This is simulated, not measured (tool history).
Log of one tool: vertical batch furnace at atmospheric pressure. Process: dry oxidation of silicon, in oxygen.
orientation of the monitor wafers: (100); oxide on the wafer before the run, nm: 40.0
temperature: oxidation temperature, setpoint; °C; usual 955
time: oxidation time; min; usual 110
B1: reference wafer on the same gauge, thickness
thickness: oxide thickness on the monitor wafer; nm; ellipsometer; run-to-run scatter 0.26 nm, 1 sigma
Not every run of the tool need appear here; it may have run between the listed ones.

run 1 day=0 | temperature=935 time=90.5 | B1=64.94 | thickness=61.39
run 2 day=1.012 | temperature=955 time=110 | B1=64.93 | thickness=73.13
run 3 day=4.721 | temperature=955 time=110 | B1=64.98 | thickness=72.92
run 4 day=6.275 | temperature=955 time=110 | B1=64.87 | thickness=72.34
run 5 day=8.738 | temperature=955 time=88.5 | B1=64.98 | thickness=66.62
-- day=10.317 gauge calibrated
run 6 day=11.304 | temperature=955 time=88.5 | B1=64.98 | thickness=66.55
run 7 day=13.679 | temperature=940 time=110 | B1=64.89 | thickness=67.83
run 8 day=15.883 | temperature=940 time=110 | B1=64.86 | thickness=67.43
run 9 day=18.188 | temperature=940 time=110 | B1=64.89 | thickness=67.49
-- day=20.121 thermocouples replaced and temperature profile calibrated
run 10 day=20.517 | temperature=955 time=110 | B1=64.99 | thickness=72.91
run 11 day=21.629 | temperature=955 time=110 | B1=64.87 | thickness=72.85
run 12 day=23.371 | temperature=935 time=110 | B1=64.94 | thickness=66.04
-- day=28.262 boat lift adjusted
run 13 day=29.671 | temperature=935 time=110 | B1=64.89 | thickness=65.21
run 14 day=31.712 | temperature=935 time=110 | B1=64.87 | thickness=65.8
run 15 day=32.946 | temperature=978 time=128 | B1=64.86 | thickness=86.37
run 16 day=34.725 | temperature=955 time=110 | B1=64.92 | thickness=73.06
run 17 day=37.638 | temperature=955 time=136 | B1=64.94 | thickness=80.15
run 18 day=40.371 | temperature=935 time=144.5 | B1=64.91 | thickness=73.31
-- day=41.854 gauge calibrated
run 19 day=42.333 | temperature=932 time=110 | B1=64.9 | thickness=64.73
run 20 day=43.7 | temperature=949 time=63.5 | B1=64.9 | thickness=57.78
run 21 day=44.983 | temperature=975 time=133.5 | B1=64.89 | thickness=87.31
run 22 day=46.821 | temperature=973 time=149.5 | B1=64.87 | thickness=91.25
run 23 day=49.488 | temperature=977 time=110 | B1=64.91 | thickness=79.95
run 24 day=50.517 | temperature=955 time=84 | B1=64.87 | thickness=65.25
run 25 day=52.85 | temperature=955 time=110 | B1=64.89 | thickness=72.87
run 26 day=55.3 | temperature=955 time=65 | B1=64.91 | thickness=59.7
run 27 day=56.846 | temperature=935 time=110 | B1=64.86 | thickness=65.98
run 28 day=59 | temperature=945 time=151 | B1=64.93 | thickness=79.4
run 29 day=60.508 | temperature=963 time=156.5 | B1=64.9 | thickness=89.11

What if the next run were any one of these 4? Each begins from the tool's condition after run 29:
run A day=60.775 | temperature=963 time=110 | B1=? | thickness=?
run B day=60.775 | temperature=939 time=95 | B1=? | thickness=?
run C day=60.775 | temperature=964 time=138.5 | B1=? | thickness=?
run D day=60.775 | temperature=934 time=164.5 | B1=? | thickness=?

run=A B1=64.89 thickness=76.07
run=B B1=64.89 thickness=64.05
run=C B1=64.89 thickness=84.89
run=D B1=64.89 thickness=77.64
Without the tool's unlogged condition, the same runs would have read:
run=A thickness=76.07
run=B thickness=64.05
run=C thickness=84.89
run=D thickness=77.64
